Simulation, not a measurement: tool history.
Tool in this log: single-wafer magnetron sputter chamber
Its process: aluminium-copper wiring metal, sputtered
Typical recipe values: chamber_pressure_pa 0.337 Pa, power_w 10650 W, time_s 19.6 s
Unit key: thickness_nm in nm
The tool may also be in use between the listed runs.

run,hour,chamber_pressure_pa,power_w,time_s,"read-back reference wafer on the same gauge, thickness_nm",thickness_nm
1,0,0.337,10650,21,403.151,426.92
# hour 54.8: magnet pack replaced
2,56.9,0.368,11400,19.6,404.968,411.102
3,159,0.368,11400,19.6,403.276,414.823
# hour 212.1: sputter target and shields replaced
4,265.3,0.337,10650,19.6,404.812,399.376
# hour 300.6: gauge calibrated
5,328.6,0.337,10650,19.6,404.605,398.236
6,364.6,0.337,10650,19.6,403.397,399.284
7,438.2,0.337,10650,19.6,403.174,399.674
8,504,0.337,10650,19.6,404.2,396.433
9,600,0.337,10650,19.6,404.654,397.751
10,706,0.337,10650,19.6,403.243,399.046
11,767.9,0.421,9550,18.2,403.969,337.329
12,804.2,0.337,10650,21.3,405.02,432.418
13,876.7,0.337,10650,19.6,403.554,402.712
14,952.8,0.255,12650,19.6,404.606,461.865
# hour 979.3: capacitance manometer re-zeroed and calibrated
15,1042.5,0.204,10650,19.6,404.418,412.472
16,1092.4,0.337,10650,19.6,403.532,401.246
# hour 1105: sputter target and shields replaced
17,1194.8,0.419,12200,21.6,405.493,462.103
18,1301.3,0.276,10650,19.6,403.768,402.403
19,1402,0.337,12300,22.8,404.381,505.842

What does the tool deliver on the next run?
20,1475,0.435,10650,19.6,?,?

{"run 20": {"read-back reference wafer on the same gauge, thickness_nm": 404.04, "thickness_nm": 386.087}}
With no hidden state in the tool, this same run would have given thickness_nm 386.087 nm.
